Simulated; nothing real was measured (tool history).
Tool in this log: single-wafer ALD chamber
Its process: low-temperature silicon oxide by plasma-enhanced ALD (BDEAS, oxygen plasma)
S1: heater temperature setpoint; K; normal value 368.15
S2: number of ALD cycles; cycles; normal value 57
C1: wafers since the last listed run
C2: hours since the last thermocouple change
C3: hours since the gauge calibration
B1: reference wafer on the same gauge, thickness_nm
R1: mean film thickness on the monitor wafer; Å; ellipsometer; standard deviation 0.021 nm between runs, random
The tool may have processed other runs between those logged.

Run 1, hour 0.0: usual settings but S2 51 cycles; C1 0; C2 1768.6; C3 239.2; B1 8.370. Result: R1 72.60 Å.
Run 2, hour 28.5: usual settings; C1 162; C2 1797.1; C3 267.7; B1 8.364. Result: R1 81.32 Å.
Run 3, hour 41.6: usual settings; C1 74; C2 1810.2; C3 280.8; B1 8.358. Result: R1 81.35 Å.
Run 4, hour 67.9: usual settings; C1 150; C2 1836.5; C3 307.1; B1 8.348. Result: R1 81.06 Å.
Run 5, hour 92.0: usual settings; C1 137; C2 1860.6; C3 331.2; B1 8.351. Result: R1 81.09 Å.
Run 6, hour 104.6: usual settings; C1 71; C2 1873.2; C3 343.8; B1 8.343. Result: R1 81.21 Å.
Run 7, hour 117.9: usual settings; C1 75; C2 1886.5; C3 357.1; B1 8.348. Result: R1 81.38 Å.
Run 8, hour 145.3: usual settings but S2 49 cycles; C1 156; C2 1913.9; C3 384.5; B1 8.343. Result: R1 69.83 Å.
Run 9, hour 166.2: usual settings but S2 49 cycles; C1 119; C2 1934.8; C3 405.4; B1 8.337. Result: R1 69.49 Å.
Run 10, hour 179.8: usual settings but S2 49 cycles; C1 77; C2 1948.4; C3 419.0; B1 8.347. Result: R1 69.78 Å.
Run 11, hour 212.9: usual settings; C1 188; C2 1981.5; C3 452.1; B1 8.338. Result: R1 81.35 Å.
Run 12, hour 244.8: usual settings; C1 182; C2 2013.4; C3 484.0; B1 8.333. Result: R1 80.87 Å.
Run 13, hour 273.3: usual settings but S2 47 cycles; C1 162; C2 2041.9; C3 512.5; B1 8.340. Result: R1 67.06 Å.
Run 14, hour 295.1: usual settings but S1 353.15 K, S2 50 cycles; C1 124; C2 2063.7; C3 534.3; B1 8.337. Result: R1 75.37 Å.
At hour 329.8: thermocouple changed; heater temperature recalibrated.
Run 15, hour 330.3: usual settings but S1 379.15 K, S2 49 cycles; C1 155; C2 0.5; C3 569.5; B1 8.336. Result: R1 67.51 Å.
Run 16, hour 344.8: usual settings; C1 82; C2 15.0; C3 584.0; B1 8.334. Result: R1 80.71 Å.
At hour 359.2: gauge calibrated.
Run 17, hour 380.6: usual settings but S1 374.15 K, S2 52 cycles; C1 204; C2 50.8; C3 21.4; B1 8.475. Result: R1 73.60 Å.
Run 18, hour 479.6: usual settings; C1 565; C2 149.8; C3 120.4; B1 8.421. Result: R1 82.02 Å.
Run 19, hour 496.0: usual settings but S1 356.15 K, S2 62 cycles; C1 93; C2 166.2; C3 136.8; B1 8.416. Result: R1 93.19 Å.
Run 20, hour 543.0: usual settings; C1 268; C2 213.2; C3 183.8; B1 8.404. Result: R1 81.88 Å.
Run 21, hour 575.1: usual settings but S1 380.15 K, S2 48 cycles; C1 183; C2 245.3; C3 215.9; B1 8.402. Result: R1 66.46 Å.
Run 22, hour 610.9: usual settings but S1 355.15 K, S2 54 cycles; C1 204; C2 281.1; C3 251.7; B1 8.379. Result: R1 81.28 Å.
Run 23, hour 683.6: usual settings; C1 414; C2 353.8; C3 324.4; B1 8.371. Result: R1 81.46 Å.
Run 24, hour 701.8: usual settings but S2 53 cycles; C1 103; C2 372.0; C3 342.6; B1 8.360. Result: R1 75.71 Å.

4 options for the next run, each taken on its own from the tool as it stands now. Forecast them:
Run A, hour 702.3: usual settings but S2 68 cycles; C1 2; C2 372.5; C3 343.1; B1 ?. Result: R1 ?.
Run B, hour 702.3: usual settings but S1 362.15 K, S2 49 cycles; C1 2; C2 372.5; C3 343.1; B1 ?. Result: R1 ?.
Run C, hour 702.3: usual settings but S1 382.15 K, S2 67 cycles; C1 2; C2 372.5; C3 343.1; B1 ?. Result: R1 ?.
Run D, hour 702.3: usual settings but S1 382.15 K, S2 60 cycles; C1 2; C2 372.5; C3 343.1; B1 ?. Result: R1 ?.

run     B1     R1
  A  8.372  97.20
  B  8.372  71.72
  C  8.372  92.24
  D  8.372  82.61
The same runs, with their run-to-run variation unchanged, on a tool lacking any hidden condition would have given:
run     R1
  A  98.60
  B  72.75
  C  93.57
  D  83.80
